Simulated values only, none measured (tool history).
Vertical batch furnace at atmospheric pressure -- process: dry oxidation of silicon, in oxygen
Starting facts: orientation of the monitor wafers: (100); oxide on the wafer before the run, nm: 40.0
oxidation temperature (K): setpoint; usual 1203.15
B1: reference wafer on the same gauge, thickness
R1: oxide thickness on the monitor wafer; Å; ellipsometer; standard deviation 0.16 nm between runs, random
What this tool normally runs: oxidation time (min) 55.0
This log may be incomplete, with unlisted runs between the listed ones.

{"run": 1, "hour": 0.0, "oxidation temperature (K)": 1219.15, "oxidation time (min)": 43.5, "B1": 59.88, "R1": 553.5}
{"run": 2, "hour": 92.3, "oxidation temperature (K)": 1219.15, "oxidation time (min)": 43.5, "B1": 59.91, "R1": 556.1}
{"run": 3, "hour": 133.1, "oxidation temperature (K)": 1219.15, "oxidation time (min)": 43.5, "B1": 59.93, "R1": 555.6}
{"run": 4, "hour": 333.5, "oxidation temperature (K)": 1203.15, "oxidation time (min)": 55.0, "B1": 59.83, "R1": 558.9}
{"hour": 392.2, "done": "gauge calibrated"}
{"run": 5, "hour": 398.1, "oxidation temperature (K)": 1203.15, "oxidation time (min)": 55.0, "B1": 59.83, "R1": 558.8}
{"run": 6, "hour": 502.3, "oxidation temperature (K)": 1203.15, "oxidation time (min)": 42.5, "B1": 59.93, "R1": 529.5}
{"run": 7, "hour": 603.7, "oxidation temperature (K)": 1203.15, "oxidation time (min)": 42.5, "B1": 59.83, "R1": 528.1}
{"run": 8, "hour": 698.3, "oxidation temperature (K)": 1203.15, "oxidation time (min)": 42.5, "B1": 59.85, "R1": 528.8}
{"run": 9, "hour": 768.5, "oxidation temperature (K)": 1203.15, "oxidation time (min)": 55.0, "B1": 59.85, "R1": 560.4}
{"run": 10, "hour": 816.7, "oxidation temperature (K)": 1203.15, "oxidation time (min)": 55.0, "B1": 59.93, "R1": 560.1}
{"run": 11, "hour": 1044.8, "oxidation temperature (K)": 1203.15, "oxidation time (min)": 37.0, "B1": 59.87, "R1": 514.3}
{"run": 12, "hour": 1131.9, "oxidation temperature (K)": 1203.15, "oxidation time (min)": 37.0, "B1": 59.89, "R1": 515.4}
{"hour": 1170.3, "done": "thermocouples replaced and temperature profile calibrated"}
{"run": 13, "hour": 1170.8, "oxidation temperature (K)": 1203.15, "oxidation time (min)": 37.0, "B1": 59.95, "R1": 512.7}
{"run": 14, "hour": 1256.9, "oxidation temperature (K)": 1203.15, "oxidation time (min)": 66.0, "B1": 59.92, "R1": 578.2}
{"run": 15, "hour": 1293.5, "oxidation temperature (K)": 1203.15, "oxidation time (min)": 66.0, "B1": 59.93, "R1": 574.5}
{"run": 16, "hour": 1344.2, "oxidation temperature (K)": 1203.15, "oxidation time (min)": 66.0, "B1": 59.86, "R1": 578.9}
{"run": 17, "hour": 1435.7, "oxidation temperature (K)": 1189.15, "oxidation time (min)": 55.0, "B1": 59.92, "R1": 530.5}
{"run": 18, "hour": 1511.5, "oxidation temperature (K)": 1203.15, "oxidation time (min)": 75.0, "B1": 59.92, "R1": 595.9}
{"run": 19, "hour": 1599.5, "oxidation temperature (K)": 1203.15, "oxidation time (min)": 75.0, "B1": 59.92, "R1": 596.9}
{"run": 20, "hour": 1658.9, "oxidation temperature (K)": 1203.15, "oxidation time (min)": 55.0, "B1": 59.92, "R1": 550.8}
{"run": 21, "hour": 1753.9, "oxidation temperature (K)": 1227.15, "oxidation time (min)": 55.0, "B1": 59.89, "R1": 599.6}
{"run": 22, "hour": 1811.8, "oxidation temperature (K)": 1203.15, "oxidation time (min)": 55.0, "B1": 59.88, "R1": 550.3}
{"hour": 1886.5, "done": "boat lift adjusted"}
{"run": 23, "hour": 1908.3, "oxidation temperature (K)": 1180.15, "oxidation time (min)": 30.0, "B1": 59.94, "R1": 474.5}
{"run": 24, "hour": 1971.9, "oxidation temperature (K)": 1219.15, "oxidation time (min)": 43.5, "B1": 59.88, "R1": 556.1}
{"run": 25, "hour": 2036.1, "oxidation temperature (K)": 1215.15, "oxidation time (min)": 69.5, "B1": 59.9, "R1": 625.0}
{"run": 26, "hour": 2088.3, "oxidation temperature (K)": 1188.15, "oxidation time (min)": 37.5, "B1": 59.89, "R1": 496.6}
{"hour": 2105.1, "done": "gauge calibrated"}
{"run": 27, "hour": 2157.9, "oxidation temperature (K)": 1213.15, "oxidation time (min)": 55.0, "B1": 59.88, "R1": 582.4}
{"run": 28, "hour": 2264.4, "oxidation temperature (K)": 1203.15, "oxidation time (min)": 55.0, "B1": 59.95, "R1": 564.3}
{"run": 29, "hour": 2319.1, "oxidation temperature (K)": 1217.15, "oxidation time (min)": 29.5, "B1": 59.86, "R1": 512.5}
{"run": 30, "hour": 2394.5, "oxidation temperature (K)": 1203.15, "oxidation time (min)": 55.0, "B1": 59.91, "R1": 562.0}
{"run": 31, "hour": 2452.9, "oxidation temperature (K)": 1203.15, "oxidation time (min)": 73.0, "B1": 59.85, "R1": 606.7}
{"run": 32, "hour": 2500.3, "oxidation temperature (K)": 1203.15, "oxidation time (min)": 42.5, "B1": 59.93, "R1": 531.8}
{"run": 33, "hour": 2570.0, "oxidation temperature (K)": 1215.15, "oxidation time (min)": 55.0, "B1": 59.97, "R1": 588.5}
{"run": 34, "hour": 2653.4, "oxidation temperature (K)": 1203.15, "oxidation time (min)": 55.0, "B1": 59.92, "R1": 561.8}
{"run": 35, "hour": 2820.0, "oxidation temperature (K)": 1203.15, "oxidation time (min)": 55.0, "B1": 59.87, "R1": 563.4}
{"run": 36, "hour": 2864.0, "oxidation temperature (K)": 1203.15, "oxidation time (min)": 76.5, "B1": 59.89, "R1": 618.7}
{"run": 37, "hour": 2969.4, "oxidation temperature (K)": 1179.15, "oxidation time (min)": 55.0, "B1": 59.84, "R1": 523.1}
{"hour": 3018.0, "done": "thermocouples replaced and temperature profile calibrated"}
{"run": 38, "hour": 3047.5, "oxidation temperature (K)": 1227.15, "oxidation time (min)": 31.5, "B1": 59.87, "R1": 527.0}
{"run": 39, "hour": 3084.1, "oxidation temperature (K)": 1203.15, "oxidation time (min)": 69.5, "B1": 59.94, "R1": 590.4}

What if the next run were any one of these 3? Each begins from the tool's condition after run 39:
{"run": "A", "hour": 3088.6, "oxidation temperature (K)": 1203.15, "oxidation time (min)": 55.0, "B1": "?", "R1": "?"}
{"run": "B", "hour": 3088.6, "oxidation temperature (K)": 1184.15, "oxidation time (min)": 31.0, "B1": "?", "R1": "?"}
{"run": "C", "hour": 3088.6, "oxidation temperature (K)": 1223.15, "oxidation time (min)": 40.5, "B1": "?", "R1": "?"}

run=A B1=59.89 R1=554.2
run=B B1=59.89 R1=477.3
run=C B1=59.89 R1=549.7
Stripped of hidden state, with their random variation kept, the same runs would have yielded:
run=A R1=554.3
run=B R1=477.3
run=C R1=549.8
